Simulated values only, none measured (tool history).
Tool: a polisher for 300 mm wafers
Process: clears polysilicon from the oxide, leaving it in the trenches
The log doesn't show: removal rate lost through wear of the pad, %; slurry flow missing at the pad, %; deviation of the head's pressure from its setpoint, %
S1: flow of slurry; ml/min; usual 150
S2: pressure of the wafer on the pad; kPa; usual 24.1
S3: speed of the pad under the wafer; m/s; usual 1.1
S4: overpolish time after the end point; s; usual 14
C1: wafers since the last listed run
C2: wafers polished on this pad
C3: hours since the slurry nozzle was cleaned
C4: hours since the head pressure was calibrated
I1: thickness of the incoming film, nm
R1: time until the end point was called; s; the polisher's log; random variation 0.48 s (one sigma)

Run 1, day 0: usual settings; C1 0; C2 814; C3 450; C4 538; I1 582.1. Result: R1 33.1 s.
At day 0.067: worn pad replaced by a new one.
Run 2, day 0.808: usual settings; C1 205; C2 205; C3 469.4; C4 557.4; I1 580.5. Result: R1 30.9 s.
Run 3, day 1.483: usual settings; C1 186; C2 392; C3 485.6; C4 573.6; I1 583.6. Result: R1 30.2 s.
Run 4, day 2.171: usual settings; C1 190; C2 582; C3 502.1; C4 590.1; I1 581.7. Result: R1 30.5 s.
Run 5, day 3.379: usual settings; C1 334; C2 916; C3 531.1; C4 619.1; I1 572.5. Result: R1 31 s.
At day 4.025: worn pad replaced by a new one.
Run 6, day 4.804: usual settings but S1 175 ml/min; C1 348; C2 215; C3 565.3; C4 653.3; I1 582.7. Result: R1 33.3 s.
At day 4.996: slurry nozzle cleaned.
Run 7, day 6.121: usual settings but S1 175 ml/min; C1 352; C2 568; C3 27; C4 684.9; I1 585.6. Result: R1 35 s.
At day 6.429: worn pad replaced by a new one, repeated, since the last time left the tool worse.
Run 8, day 6.846: usual settings but S1 175 ml/min; C1 154; C2 115; C3 44.4; C4 702.3; I1 572.7. Result: R1 29.1 s.

The next listed run, before its measurement:
Run 9, day 7.604: usual settings; C1 209; C2 325; C3 62.6; C4 720.5; I1 579.4. Result: R1 ?.

Run 9 gave R1 30.9 s.
Without the tool's hidden state the same run would have given R1 30.5 s.
